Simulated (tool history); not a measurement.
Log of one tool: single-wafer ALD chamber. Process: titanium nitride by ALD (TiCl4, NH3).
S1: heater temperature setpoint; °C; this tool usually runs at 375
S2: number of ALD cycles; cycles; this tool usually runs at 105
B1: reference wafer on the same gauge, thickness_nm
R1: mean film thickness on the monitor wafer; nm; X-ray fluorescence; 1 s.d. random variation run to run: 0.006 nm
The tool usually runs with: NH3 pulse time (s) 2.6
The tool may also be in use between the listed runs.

run 1 hour=0 | S1=375 S2=105 NH3_pulse_time_(s)=2.6 | B1=2.418 | R1=2.381
run 2 hour=61.9 | S1=386 S2=105 NH3_pulse_time_(s)=2.6 | B1=2.42 | R1=2.405
run 3 hour=102.8 | S1=386 S2=105 NH3_pulse_time_(s)=2.6 | B1=2.42 | R1=2.412
run 4 hour=166.4 | S1=386 S2=105 NH3_pulse_time_(s)=2.6 | B1=2.42 | R1=2.399
run 5 hour=217.6 | S1=375 S2=105 NH3_pulse_time_(s)=2.6 | B1=2.42 | R1=2.381
-- hour=268 thermocouple changed; heater temperature recalibrated
run 6 hour=268.5 | S1=375 S2=105 NH3_pulse_time_(s)=2.6 | B1=2.419 | R1=2.389
run 7 hour=322.8 | S1=370 S2=105 NH3_pulse_time_(s)=2.6 | B1=2.42 | R1=2.358
run 8 hour=390.4 | S1=370 S2=105 NH3_pulse_time_(s)=2.6 | B1=2.418 | R1=2.358
run 9 hour=435 | S1=375 S2=105 NH3_pulse_time_(s)=2.99 | B1=2.421 | R1=2.402
run 10 hour=464.9 | S1=375 S2=105 NH3_pulse_time_(s)=2.99 | B1=2.42 | R1=2.389
run 11 hour=534.6 | S1=375 S2=105 NH3_pulse_time_(s)=2.99 | B1=2.42 | R1=2.406
run 12 hour=562.7 | S1=375 S2=105 NH3_pulse_time_(s)=2.6 | B1=2.42 | R1=2.383
run 13 hour=726.4 | S1=375 S2=105 NH3_pulse_time_(s)=2.6 | B1=2.419 | R1=2.388
run 14 hour=796.1 | S1=375 S2=105 NH3_pulse_time_(s)=2.6 | B1=2.419 | R1=2.387
run 15 hour=864.6 | S1=375 S2=105 NH3_pulse_time_(s)=2.6 | B1=2.42 | R1=2.375
run 16 hour=900.2 | S1=386 S2=105 NH3_pulse_time_(s)=1.91 | B1=2.421 | R1=2.381
run 17 hour=957.5 | S1=375 S2=105 NH3_pulse_time_(s)=2.6 | B1=2.421 | R1=2.383
run 18 hour=1005.1 | S1=379 S2=105 NH3_pulse_time_(s)=3.03 | B1=2.42 | R1=2.417
run 19 hour=1062.6 | S1=375 S2=105 NH3_pulse_time_(s)=2.6 | B1=2.421 | R1=2.383
run 20 hour=1093.9 | S1=388 S2=114 NH3_pulse_time_(s)=2.21 | B1=2.419 | R1=2.605
run 21 hour=1121.6 | S1=380 S2=85 NH3_pulse_time_(s)=3.6 | B1=2.419 | R1=1.97
-- hour=1132.8 showerhead replaced
-- hour=1137.8 thermocouple changed; heater temperature recalibrated
run 22 hour=1175.9 | S1=383 S2=117 NH3_pulse_time_(s)=2.24 | B1=2.42 | R1=2.658
run 23 hour=1218 | S1=382 S2=123 NH3_pulse_time_(s)=1.95 | B1=2.422 | R1=2.781
run 24 hour=1259.6 | S1=375 S2=105 NH3_pulse_time_(s)=2.6 | B1=2.42 | R1=2.38
run 25 hour=1310.6 | S1=370 S2=88 NH3_pulse_time_(s)=3.46 | B1=2.421 | R1=2.009
run 26 hour=1378.6 | S1=375 S2=88 NH3_pulse_time_(s)=2.6 | B1=2.42 | R1=1.996
run 27 hour=1437.6 | S1=375 S2=105 NH3_pulse_time_(s)=2.09 | B1=2.419 | R1=2.37
run 28 hour=1465.3 | S1=375 S2=85 NH3_pulse_time_(s)=2.6 | B1=2.421 | R1=1.936
run 29 hour=1521.4 | S1=380 S2=105 NH3_pulse_time_(s)=2.6 | B1=2.42 | R1=2.388
-- hour=1530.8 gauge calibrated
run 30 hour=1568.2 | S1=375 S2=105 NH3_pulse_time_(s)=2.6 | B1=2.42 | R1=2.391
run 31 hour=1627.2 | S1=375 S2=105 NH3_pulse_time_(s)=2.6 | B1=2.42 | R1=2.386
run 32 hour=1677.1 | S1=375 S2=123 NH3_pulse_time_(s)=3.1 | B1=2.419 | R1=2.818
run 33 hour=1721 | S1=365 S2=117 NH3_pulse_time_(s)=3.11 | B1=2.42 | R1=2.639
run 34 hour=1770.2 | S1=390 S2=111 NH3_pulse_time_(s)=2.6 | B1=2.42 | R1=2.552
run 35 hour=1834 | S1=380 S2=99 NH3_pulse_time_(s)=2.6 | B1=2.419 | R1=2.247
run 36 hour=1861 | S1=375 S2=105 NH3_pulse_time_(s)=2.6 | B1=2.421 | R1=2.393
run 37 hour=1972.1 | S1=375 S2=105 NH3_pulse_time_(s)=2.89 | B1=2.42 | R1=2.395
run 38 hour=2025 | S1=375 S2=123 NH3_pulse_time_(s)=2.21 | B1=2.42 | R1=2.781
run 39 hour=2076.7 | S1=375 S2=123 NH3_pulse_time_(s)=2.6 | B1=2.42 | R1=2.811

Alternative continuations, all from the tool just after run 39; predict every row:
run A hour=2077.4 | S1=375 S2=105 NH3_pulse_time_(s)=1.65 | B1=? | R1=?
run B hour=2077.4 | S1=389 S2=105 NH3_pulse_time_(s)=2.6 | B1=? | R1=?
run C hour=2077.4 | S1=366 S2=88 NH3_pulse_time_(s)=2.6 | B1=? | R1=?
run D hour=2077.4 | S1=369 S2=114 NH3_pulse_time_(s)=2.6 | B1=? | R1=?
run E hour=2077.4 | S1=380 S2=125 NH3_pulse_time_(s)=2.6 | B1=? | R1=?

run=A B1=2.42 R1=2.328
run=B B1=2.42 R1=2.404
run=C B1=2.42 R1=1.961
run=D B1=2.42 R1=2.554
run=E B1=2.42 R1=2.841
Without the tool's unlogged condition, the same runs would have read:
run=A R1=2.328
run=B R1=2.404
run=C R1=1.961
run=D R1=2.554
run=E R1=2.841
